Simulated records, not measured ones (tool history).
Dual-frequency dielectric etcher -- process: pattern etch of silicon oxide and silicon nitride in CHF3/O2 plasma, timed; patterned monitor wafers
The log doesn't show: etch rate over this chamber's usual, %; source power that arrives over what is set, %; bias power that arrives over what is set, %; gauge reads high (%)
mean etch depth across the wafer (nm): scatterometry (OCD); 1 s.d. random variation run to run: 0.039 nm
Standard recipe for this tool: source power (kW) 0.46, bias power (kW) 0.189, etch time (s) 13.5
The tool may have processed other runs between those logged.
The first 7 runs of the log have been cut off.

run,hour,source power (kW),bias power (kW),etch time (s),wafers since the last listed run,hours since the last wet clean,hours since the last source power generator calibration,hours since the last bias power generator calibration,hours since the last upper electrode change,hours since the gauge calibration,"read-back reference wafer on the same gauge, depth_nm",mean etch depth across the wafer (nm)
8,95,0.46,0.189,13.5,170,362,3954.5,1399.7,5051.6,71.6,15.3,17.65
9,102.1,0.51,0.17,10,75,369.1,3961.6,1406.8,5058.7,78.7,15.3,13.41
10,119.4,0.46,0.189,13.5,184,386.4,3978.9,1424.1,5076,96,15.28,17.7
# hour 124: source power generator calibrated
# hour 147.9: upper electrode replaced
# hour 156.9: wet clean of the chamber
11,157.4,0.38,0.189,13.5,11,0.5,33.4,1462.1,9.5,134,15.31,16.34
12,157.7,0.46,0.189,10,3,0.8,33.7,1462.4,9.8,134.3,15.3,13.13
13,163.4,0.46,0.189,17.5,60,6.5,39.4,1468.1,15.5,140,15.31,22.9
# hour 167.6: bias power generator calibrated
14,170.9,0.56,0.143,10,37,14,46.9,3.3,23,147.5,15.29,13.37
15,183.7,0.46,0.189,13.5,136,26.8,59.7,16.1,35.8,160.3,15.3,17.74
16,198.2,0.46,0.209,11,154,41.3,74.2,30.6,50.3,174.8,15.31,14.84
17,212.8,0.46,0.147,16.5,155,55.9,88.8,45.2,64.9,189.4,15.31,20.43
18,220.7,0.56,0.223,13.5,84,63.8,96.7,53.1,72.8,197.3,15.3,20.06
19,232.8,0.39,0.225,13.5,128,75.9,108.8,65.2,84.9,209.4,15.31,17.33
20,239.7,0.37,0.175,13.5,73,82.8,115.7,72.1,91.8,216.3,15.32,15.92
21,287.3,0.46,0.189,13.5,506,130.4,163.3,119.7,139.4,263.9,15.3,17.7

Run 22 is up next; what results do you expect?
22,301.6,0.4,0.158,11,152,144.7,177.6,134,153.7,278.2,?,?

read-back reference wafer on the same gauge, depth_nm: 15.3
mean etch depth across the wafer (nm): 13.02
With the hidden condition absent and the run-to-run variation left alone, this run would have shown mean etch depth across the wafer (nm) 13.02.
